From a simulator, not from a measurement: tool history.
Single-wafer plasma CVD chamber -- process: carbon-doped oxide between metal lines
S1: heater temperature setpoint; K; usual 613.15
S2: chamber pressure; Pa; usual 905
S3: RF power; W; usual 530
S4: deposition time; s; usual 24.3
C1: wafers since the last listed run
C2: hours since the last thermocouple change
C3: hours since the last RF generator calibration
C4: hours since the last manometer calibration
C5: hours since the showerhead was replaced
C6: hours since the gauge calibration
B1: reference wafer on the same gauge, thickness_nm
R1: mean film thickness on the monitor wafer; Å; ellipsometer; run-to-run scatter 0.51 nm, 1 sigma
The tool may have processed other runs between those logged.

run,hour,S1,S2,S3,S4,C1,C2,C3,C4,C5,C6,B1,R1
1,0,613.15,905,530,21.5,0,824,878,608.5,6252.2,1657.6,122.044,1252.6
2,99.9,613.15,905,530,21.5,2972,923.9,977.9,708.4,6352.1,1757.5,121.948,1244.32
3,165.4,613.15,905,530,21.5,1949,989.4,1043.4,773.9,6417.6,1823,122.112,1245.04
4,226.5,613.15,905,455,24.3,1818,1050.5,1104.5,835,6478.7,1884.1,122.007,1197.55
5,488.4,613.15,905,455,24.3,7793,1312.4,1366.4,1096.9,6740.6,2146,121.813,1187.1
# hour 521.9: capacitance manometer re-zeroed and calibrated
6,594,613.15,905,455,24.3,2904,1418,1472,72.1,6846.2,2251.6,121.929,1184.58
7,694.1,613.15,905,530,24.3,2978,1518.1,1572.1,172.2,6946.3,2351.7,122.12,1375.9
8,756.4,608.15,905,530,24.3,1854,1580.4,1634.4,234.5,7008.6,2414,121.85,1381.43
9,797.4,608.15,905,530,24.3,1220,1621.4,1675.4,275.5,7049.6,2455,121.936,1393.39
# hour 798.4: gauge calibrated
10,888.4,608.15,905,530,24.3,2708,1712.4,1766.4,366.5,7140.6,90,121.983,1378.19
# hour 912.9: showerhead replaced
11,1182.1,609.15,699,530,24.3,8502,2006.1,2060.1,660.2,269.2,383.7,121.944,1318.7
12,1417.3,613.15,1020,530,27.3,6999,2241.3,2295.3,895.4,504.4,618.9,122.075,1504.63
13,1461.8,613.15,905,455,24.3,1324,2285.8,2339.8,939.9,548.9,663.4,122.016,1138.6
# hour 1511.4: thermocouple changed; heater temperature recalibrated
# hour 1555.5: capacitance manometer re-zeroed and calibrated
# hour 1562.8: RF generator calibrated
14,1563.3,613.15,905,530,24.3,2327,51.9,0.5,7.8,650.4,764.9,122.04,1432.62
15,1648.7,613.15,747,530,24.3,2541,137.3,85.9,93.2,735.8,850.3,122.277,1400.86
16,1753.7,613.15,905,490,24.3,3124,242.3,190.9,198.2,840.8,955.3,121.913,1322.75
17,1835.9,613.15,905,450,22.4,2446,324.5,273.1,280.4,923,1037.5,122.071,1117.13
18,1875.7,613.15,1128,530,20.2,1184,364.3,312.9,320.2,962.8,1077.3,121.98,1202.42
19,1947.5,623.15,812,635,28.4,2136,436.1,384.7,392,1034.6,1149.1,121.843,1837.68
20,2002.8,613.15,699,530,23,1645,491.4,440,447.3,1089.9,1204.4,122.094,1297.37

Alternative continuations, all from the tool just after run 20; predict every row:
A,2003.2,613.15,905,465,24.3,11,491.8,440.4,447.7,1090.3,1204.8,?,?
B,2003.2,613.15,1095,530,25.6,11,491.8,440.4,447.7,1090.3,1204.8,?,?
C,2003.2,613.15,789,425,27.2,11,491.8,440.4,447.7,1090.3,1204.8,?,?
D,2003.2,607.15,1127,585,26.6,11,491.8,440.4,447.7,1090.3,1204.8,?,?

run,B1,R1
A,122.195,1251.53
B,122.195,1509.19
C,122.195,1247.73
D,122.195,1742.43
With the hidden condition removed and each run's random variation left untouched, the same runs would have given:
run,R1
A,1263.21
B,1521.72
C,1259.72
D,1757.04
